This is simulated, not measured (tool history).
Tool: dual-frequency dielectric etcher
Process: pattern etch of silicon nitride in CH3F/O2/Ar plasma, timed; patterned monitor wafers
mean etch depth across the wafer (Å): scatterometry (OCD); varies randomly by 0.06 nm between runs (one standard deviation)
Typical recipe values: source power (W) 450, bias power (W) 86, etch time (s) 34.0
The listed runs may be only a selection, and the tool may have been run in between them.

| run | day | source power (W) | bias power (W) | etch time (s) | wafers since the last listed run | hours since the last wet clean | hours since the last source power generator calibration | hours since the last bias power generator calibration | hours since the last upper electrode change | hours since the gauge calibration | read-back reference wafer on the same gauge, depth_nm | mean etch depth across the wafer (Å) |
|---|---|---|---|---|---|---|---|---|---|---|---|---|
| 1 | 0.000 | 450 | 86 | 34.0 | 0 | 81.7 | 1186.2 | 67.5 | 4239.6 | 1747.4 | 29.48 | 282.7 |
| 2 | 2.967 | 500 | 86 | 41.5 | 560 | 152.9 | 1257.4 | 138.7 | 4310.8 | 1818.6 | 29.52 | 358.5 |
| 3 | 5.742 | 500 | 86 | 41.5 | 524 | 219.5 | 1324.0 | 205.3 | 4377.4 | 1885.2 | 29.50 | 356.2 |
| 4 | 9.138 | 450 | 86 | 34.0 | 641 | 301.0 | 1405.5 | 286.8 | 4458.9 | 1966.7 | 29.49 | 282.6 |
| 5 | 12.129 | 450 | 86 | 34.0 | 565 | 372.8 | 1477.3 | 358.6 | 4530.7 | 2038.5 | 29.50 | 281.9 |
| 6 | 14.471 | 450 | 86 | 34.0 | 442 | 429.0 | 1533.5 | 414.8 | 4586.9 | 2094.7 | 29.50 | 282.7 |
| 7 | 18.329 | 450 | 91 | 30.0 | 728 | 521.6 | 1626.1 | 507.4 | 4679.5 | 2187.3 | 29.50 | 253.9 |
|  | 20.133 | wet clean of the chamber |
| 8 | 21.071 | 450 | 91 | 30.0 | 328 | 22.5 | 1691.9 | 573.2 | 4745.3 | 2253.1 | 29.52 | 253.5 |
|  | 25.667 | upper electrode replaced |
| 9 | 25.688 | 450 | 86 | 34.0 | 683 | 133.3 | 1802.7 | 684.0 | 0.5 | 2363.9 | 29.50 | 282.8 |
| 10 | 27.571 | 450 | 86 | 34.0 | 355 | 178.5 | 1847.9 | 729.2 | 45.7 | 2409.1 | 29.48 | 281.7 |
| 11 | 31.854 | 450 | 86 | 34.0 | 809 | 281.3 | 1950.7 | 832.0 | 148.5 | 2511.9 | 29.50 | 282.9 |
|  | 40.804 | wet clean of the chamber |
|  | 41.921 | gauge calibrated |
| 12 | 42.804 | 450 | 92 | 34.0 | 1879 | 48.0 | 2213.5 | 1094.8 | 411.3 | 21.2 | 29.52 | 287.2 |
| 13 | 44.721 | 450 | 86 | 34.0 | 362 | 94.0 | 2259.5 | 1140.8 | 457.3 | 67.2 | 29.50 | 282.2 |
| 14 | 46.329 | 450 | 86 | 34.0 | 303 | 132.6 | 2298.1 | 1179.4 | 495.9 | 105.8 | 29.50 | 282.2 |
| 15 | 48.388 | 450 | 86 | 34.0 | 388 | 182.0 | 2347.5 | 1228.8 | 545.3 | 155.2 | 29.52 | 280.8 |
|  | 51.354 | source power generator calibrated |
| 16 | 51.375 | 450 | 86 | 34.0 | 532 | 253.7 | 0.5 | 1300.5 | 617.0 | 226.9 | 29.51 | 281.1 |
| 17 | 53.179 | 380 | 70 | 37.5 | 340 | 297.0 | 43.8 | 1343.8 | 660.3 | 270.2 | 29.48 | 275.6 |
| 18 | 57.321 | 450 | 100 | 34.0 | 782 | 396.4 | 143.2 | 1443.2 | 759.7 | 369.6 | 29.52 | 295.4 |
|  | 61.471 | wet clean of the chamber |
| 19 | 61.492 | 450 | 86 | 34.0 | 598 | 0.5 | 243.3 | 1543.3 | 859.8 | 469.7 | 29.50 | 281.3 |
| 20 | 63.879 | 380 | 100 | 34.0 | 450 | 57.8 | 300.6 | 1600.6 | 917.1 | 527.0 | 29.49 | 278.1 |
| 21 | 67.296 | 450 | 86 | 34.0 | 645 | 139.8 | 382.6 | 1682.6 | 999.1 | 609.0 | 29.50 | 281.7 |
| 22 | 69.917 | 550 | 94 | 38.0 | 495 | 202.7 | 445.5 | 1745.5 | 1062.0 | 671.9 | 29.53 | 348.5 |
|  | 72.967 | bias power generator calibrated |
| 23 | 72.988 | 450 | 86 | 42.5 | 548 | 276.4 | 519.2 | 0.5 | 1135.7 | 745.6 | 29.50 | 353.1 |
|  | 84.362 | wet clean of the chamber |
| 24 | 84.638 | 450 | 86 | 34.0 | 2011 | 6.6 | 798.8 | 280.1 | 1415.3 | 1025.2 | 29.51 | 281.4 |
| 25 | 87.112 | 450 | 68 | 34.0 | 467 | 66.0 | 858.2 | 339.5 | 1474.7 | 1084.6 | 29.53 | 264.9 |
| 26 | 91.242 | 550 | 69 | 34.0 | 779 | 165.1 | 957.3 | 438.6 | 1573.8 | 1183.7 | 29.50 | 286.0 |
| 27 | 94.904 | 370 | 96 | 34.0 | 691 | 253.0 | 1045.2 | 526.5 | 1661.7 | 1271.6 | 29.48 | 270.8 |
| 28 | 96.821 | 510 | 69 | 37.5 | 362 | 299.0 | 1091.2 | 572.5 | 1707.7 | 1317.6 | 29.47 | 305.6 |
| 29 | 100.833 | 450 | 86 | 34.0 | 757 | 395.3 | 1187.5 | 668.8 | 1804.0 | 1413.9 | 29.50 | 281.1 |
| 30 | 102.529 | 420 | 86 | 40.0 | 320 | 436.0 | 1228.2 | 709.5 | 1844.7 | 1454.6 | 29.53 | 323.0 |

Here are 3 independent what-if runs from the current tool condition. What would each one return?
| A | 102.546 | 360 | 86 | 34.0 | 3 | 436.4 | 1228.6 | 709.9 | 1845.1 | 1455.0 | ? | ? |
| B | 102.546 | 450 | 102 | 34.0 | 3 | 436.4 | 1228.6 | 709.9 | 1845.1 | 1455.0 | ? | ? |
| C | 102.546 | 350 | 94 | 30.0 | 3 | 436.4 | 1228.6 | 709.9 | 1845.1 | 1455.0 | ? | ? |

| run | read-back reference wafer on the same gauge, depth_nm | mean etch depth across the wafer (Å) |
|---|---|---|
| A | 29.48 | 259.6 |
| B | 29.48 | 296.8 |
| C | 29.48 | 232.9 |
The same runs, with their run-to-run variation unchanged, on a tool lacking any hidden condition would have given:
| run | mean etch depth across the wafer (Å) |
|---|---|
| A | 259.6 |
| B | 296.8 |
| C | 232.9 |
